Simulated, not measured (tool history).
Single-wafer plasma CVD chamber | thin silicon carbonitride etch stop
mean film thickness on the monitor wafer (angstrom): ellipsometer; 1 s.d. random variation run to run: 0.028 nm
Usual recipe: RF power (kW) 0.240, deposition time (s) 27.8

| run | hour | RF power (kW) | deposition time (s) | read-back reference wafer on the same gauge, thickness_nm | mean film thickness on the monitor wafer (angstrom) |
|---|---|---|---|---|---|
| 1 | 0.0 | 0.240 | 27.8 | 14.594 | 175.19 |
| 2 | 15.5 | 0.240 | 27.8 | 14.607 | 175.10 |
| 3 | 21.7 | 0.240 | 27.8 | 14.601 | 174.99 |
| 4 | 30.9 | 0.275 | 27.8 | 14.600 | 184.51 |
| 5 | 48.6 | 0.275 | 27.8 | 14.597 | 184.20 |
| 6 | 60.6 | 0.275 | 27.8 | 14.605 | 184.23 |
| 7 | 77.4 | 0.255 | 27.8 | 14.598 | 179.47 |
| 8 | 111.4 | 0.255 | 27.8 | 14.602 | 178.99 |
| 9 | 128.3 | 0.255 | 27.8 | 14.608 | 179.53 |
| 10 | 137.2 | 0.240 | 27.8 | 14.605 | 175.22 |
|  | 148.6 | gauge calibrated |
| 11 | 152.1 | 0.240 | 27.8 | 14.596 | 175.52 |
| 12 | 158.1 | 0.240 | 27.8 | 14.606 | 175.20 |
| 13 | 171.8 | 0.240 | 27.8 | 14.597 | 175.43 |
| 14 | 182.6 | 0.240 | 27.8 | 14.599 | 174.79 |
| 15 | 190.6 | 0.240 | 27.8 | 14.598 | 175.40 |
|  | 202.6 | showerhead replaced |
| 16 | 206.0 | 0.240 | 27.8 | 14.590 | 175.64 |
| 17 | 217.6 | 0.270 | 30.9 | 14.600 | 203.72 |
|  | 229.6 | RF generator calibrated |
| 18 | 230.1 | 0.240 | 27.8 | 14.609 | 180.25 |
| 19 | 240.5 | 0.255 | 32.0 | 14.591 | 211.99 |
| 20 | 254.0 | 0.210 | 23.3 | 14.605 | 143.06 |
|  | 270.9 | thermocouple changed; heater temperature recalibrated |
| 21 | 271.4 | 0.240 | 27.8 | 14.597 | 179.95 |
| 22 | 288.2 | 0.240 | 32.6 | 14.598 | 210.38 |
| 23 | 298.1 | 0.240 | 29.5 | 14.603 | 190.73 |
| 24 | 315.3 | 0.215 | 26.2 | 14.597 | 161.81 |
| 25 | 323.7 | 0.280 | 25.0 | 14.598 | 170.85 |
| 26 | 338.5 | 0.240 | 27.8 | 14.593 | 179.27 |
| 27 | 355.4 | 0.195 | 29.4 | 14.596 | 174.50 |
| 28 | 370.6 | 0.280 | 27.8 | 14.595 | 189.51 |
| 29 | 379.2 | 0.275 | 23.1 | 14.596 | 156.27 |
| 30 | 395.7 | 0.260 | 22.4 | 14.604 | 148.51 |
| 31 | 404.1 | 0.240 | 29.8 | 14.597 | 191.04 |
| 32 | 410.6 | 0.220 | 27.8 | 14.605 | 172.47 |
| 33 | 428.5 | 0.255 | 33.0 | 14.594 | 216.79 |
| 34 | 436.5 | 0.240 | 22.4 | 14.591 | 143.64 |
| 35 | 442.9 | 0.275 | 27.8 | 14.603 | 188.10 |

Pick out some run-to-run changes in mean film thickness on the monitor wafer (angstrom). Of each, how much would a tool without hidden state show as well, from the settings, what came in and chance, and how much is left for the hidden state and any gauge scatter not in both results compared?
The hidden state here: wafer temperature above the value expected at the setpoint (K); delivered RF power above the setpoint (%); gauge reads high (%).
Run 16 -> 17: RF power (kW) 0.240 -> 0.270, deposition time (s) 27.8 -> 30.9. mean film thickness on the monitor wafer (angstrom) +28.08: hidden state -0.92, all else +29.00.
Run 17 -> 18: RF power (kW) 0.270 -> 0.240, deposition time (s) 30.9 -> 27.8, RF generator calibrated. mean film thickness on the monitor wafer (angstrom) -23.47: hidden state +5.79, all else -29.26.
Run 19 -> 20: RF power (kW) 0.255 -> 0.210, deposition time (s) 32.0 -> 23.3. mean film thickness on the monitor wafer (angstrom) -68.93: hidden state +0.27, all else -69.20.
Run 33 -> 34: RF power (kW) 0.255 -> 0.240, deposition time (s) 33.0 -> 22.4. mean film thickness on the monitor wafer (angstrom) -73.15: hidden state +0.95, all else -74.10.
Run 34 -> 35: RF power (kW) 0.240 -> 0.275, deposition time (s) 22.4 -> 27.8. mean film thickness on the monitor wafer (angstrom) +44.46: hidden state -0.66, all else +45.12.

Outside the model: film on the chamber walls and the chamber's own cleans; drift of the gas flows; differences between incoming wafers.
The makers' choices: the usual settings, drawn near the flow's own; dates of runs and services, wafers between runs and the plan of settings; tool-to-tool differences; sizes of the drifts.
